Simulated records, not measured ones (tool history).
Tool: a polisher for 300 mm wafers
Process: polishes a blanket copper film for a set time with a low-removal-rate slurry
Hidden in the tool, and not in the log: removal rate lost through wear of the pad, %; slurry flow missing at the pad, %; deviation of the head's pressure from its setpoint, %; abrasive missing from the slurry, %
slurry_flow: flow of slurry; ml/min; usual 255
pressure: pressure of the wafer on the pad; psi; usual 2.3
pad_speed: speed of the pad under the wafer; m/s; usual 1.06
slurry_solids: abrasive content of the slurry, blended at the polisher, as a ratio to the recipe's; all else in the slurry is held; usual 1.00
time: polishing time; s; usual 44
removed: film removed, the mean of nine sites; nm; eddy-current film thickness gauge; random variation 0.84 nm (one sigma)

run	hour	slurry_flow	pressure	pad_speed	slurry_solids	time	wafers since the last listed run	wafers polished on this pad	hours since the slurry nozzle was cleaned	hours since the head pressure was calibrated	hours since the slurry blender was calibrated	incoming thickness of the incoming film, nm	removed
1	0.0	255	2.3	1.06	0.85	44	0	4	614.3	346.7	7.6	1558.8	110.5
2	7.3	255	2.3	1.06	0.85	44	85	89	621.6	354.0	14.9	1579.7	110.0
3	23.6	255	2.3	1.06	0.85	44	191	281	637.9	370.3	31.2	1557.6	109.2
4	35.2	255	2.0	1.06	1.00	44	136	417	649.5	381.9	42.8	1549.1	96.3
5	51.7	255	2.3	1.06	1.00	44	193	611	666.0	398.4	59.3	1543.2	107.9
6	65.1	255	2.3	1.06	1.00	44	157	769	679.4	411.8	72.7	1548.4	108.0
# hour 78.8: head pressure recalibrated
7	83.4	255	2.3	1.06	1.00	44	191	960	697.7	4.6	91.0	1556.8	103.9
8	96.1	255	2.3	1.06	0.90	44	149	1110	710.4	17.3	103.7	1544.9	100.8
# hour 115.4: worn pad replaced by a new one
9	115.9	255	2.3	1.06	0.90	44	185	5	730.2	37.1	123.5	1538.5	106.3
10	122.0	255	2.3	1.06	0.90	44	71	77	736.3	43.2	129.6	1553.4	107.0
11	136.5	255	1.8	1.06	1.00	44	170	247	750.8	57.7	144.1	1564.6	82.8
# hour 146.7: slurry blender recalibrated
12	153.6	255	2.3	1.06	1.00	44	177	425	767.9	74.8	6.9	1560.8	112.1
13	161.3	205	2.3	1.06	1.00	44	90	515	775.6	82.5	14.6	1555.7	110.1
14	174.7	175	1.5	1.06	0.80	44	157	673	789.0	95.9	28.0	1560.9	67.1
# hour 181.6: slurry nozzle cleaned
15	182.1	255	2.3	1.06	1.00	44	75	748	0.5	103.3	35.4	1575.4	111.6
16	191.6	280	3.0	1.06	0.75	58	111	860	10.0	112.8	44.9	1540.4	180.8
17	201.6	255	2.3	1.34	1.00	32	117	977	20.0	122.8	54.9	1523.6	89.6
18	211.9	255	2.9	1.06	1.00	44	121	1098	30.3	133.1	65.2	1570.8	130.7
# hour 225.1: worn pad replaced by a new one
19	226.3	230	2.9	0.78	1.00	44	122	13	44.7	147.5	79.6	1539.8	117.6
20	233.7	255	2.3	1.06	1.00	44	86	100	52.1	154.9	87.0	1557.8	112.2

The same runs without the tool's hidden state, with the same run-to-run variation:
run	removed
1	112.4
2	112.0
3	111.8
4	99.3
5	113.0
6	115.0
7	113.9
8	113.2
9	112.5
10	113.8
11	89.4
12	114.6
13	113.1
14	69.8
15	117.0
16	191.8
17	96.5
18	143.3
19	121.0
20	115.9
